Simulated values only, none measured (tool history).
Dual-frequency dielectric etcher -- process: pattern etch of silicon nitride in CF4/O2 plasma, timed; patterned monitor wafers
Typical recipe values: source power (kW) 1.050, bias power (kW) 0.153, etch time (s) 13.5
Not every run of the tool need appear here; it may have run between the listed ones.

run	hour	source power (kW)	bias power (kW)	etch time (s)	wafers since the last listed run	hours since the last wet clean	hours since the last source power generator calibration	hours since the last bias power generator calibration	hours since the last upper electrode change	hours since the gauge calibration	read-back reference wafer on the same gauge, depth_nm	mean etch depth across the wafer (Å)
1	0.0	1.050	0.153	15.5	0	304.2	3652.5	3549.1	6467.2	213.7	61.35	580.5
2	30.6	1.050	0.153	13.5	340	334.8	3683.1	3579.7	6497.8	244.3	61.44	504.2
# hour 50.9: gauge calibrated
3	64.2	1.050	0.153	13.5	373	368.4	3716.7	3613.3	6531.4	13.3	61.39	504.2
4	87.5	1.050	0.153	13.5	259	391.7	3740.0	3636.6	6554.7	36.6	61.33	504.8
5	119.8	0.860	0.153	13.5	359	424.0	3772.3	3668.9	6587.0	68.9	61.40	405.0
# hour 148.2: upper electrode replaced
6	153.1	0.860	0.153	13.5	103	457.3	3805.6	3702.2	4.9	102.2	61.44	404.2
# hour 179.8: bias power generator calibrated
7	180.3	0.860	0.153	13.5	258	484.5	3832.8	0.5	32.1	129.4	61.37	403.9
8	201.7	0.900	0.153	15.5	237	505.9	3854.2	21.9	53.5	150.8	61.36	486.6
# hour 215.6: source power generator calibrated
# hour 243.2: wet clean of the chamber
9	243.7	0.860	0.153	13.5	155	0.5	28.1	63.9	95.5	192.8	61.40	414.1
10	251.5	1.310	0.130	13.5	86	8.3	35.9	71.7	103.3	200.6	61.39	598.5
11	266.6	0.960	0.184	16.0	167	23.4	51.0	86.8	118.4	215.7	61.42	606.0
# hour 271.9: gauge calibrated
12	287.8	0.930	0.187	11.5	235	44.6	72.2	108.0	139.6	15.9	61.46	422.4
13	320.1	0.910	0.153	17.5	359	76.9	104.5	140.3	171.9	48.2	61.36	566.2
14	344.2	1.050	0.123	13.5	268	101.0	128.6	164.4	196.0	72.3	61.44	460.8
15	390.8	1.050	0.153	14.5	518	147.6	175.2	211.0	242.6	118.9	61.38	549.7
16	415.9	0.790	0.185	11.5	279	172.7	200.3	236.1	267.7	144.0	61.42	348.9
17	440.3	1.180	0.122	16.5	271	197.1	224.7	260.5	292.1	168.4	61.46	627.8

3 options for the next run, each taken on its own from the tool as it stands now. Forecast them:
A	440.7	1.170	0.153	13.5	4	197.5	225.1	260.9	292.5	168.8	?	?
B	440.7	1.050	0.153	12.0	4	197.5	225.1	260.9	292.5	168.8	?	?
C	440.7	0.870	0.153	13.5	4	197.5	225.1	260.9	292.5	168.8	?	?

run	read-back reference wafer on the same gauge, depth_nm	mean etch depth across the wafer (Å)
A	61.37	568.8
B	61.37	451.5
C	61.37	414.7
What these runs would have given with no unlogged condition in the tool:
run	mean etch depth across the wafer (Å)
A	575.0
B	456.3
C	419.2

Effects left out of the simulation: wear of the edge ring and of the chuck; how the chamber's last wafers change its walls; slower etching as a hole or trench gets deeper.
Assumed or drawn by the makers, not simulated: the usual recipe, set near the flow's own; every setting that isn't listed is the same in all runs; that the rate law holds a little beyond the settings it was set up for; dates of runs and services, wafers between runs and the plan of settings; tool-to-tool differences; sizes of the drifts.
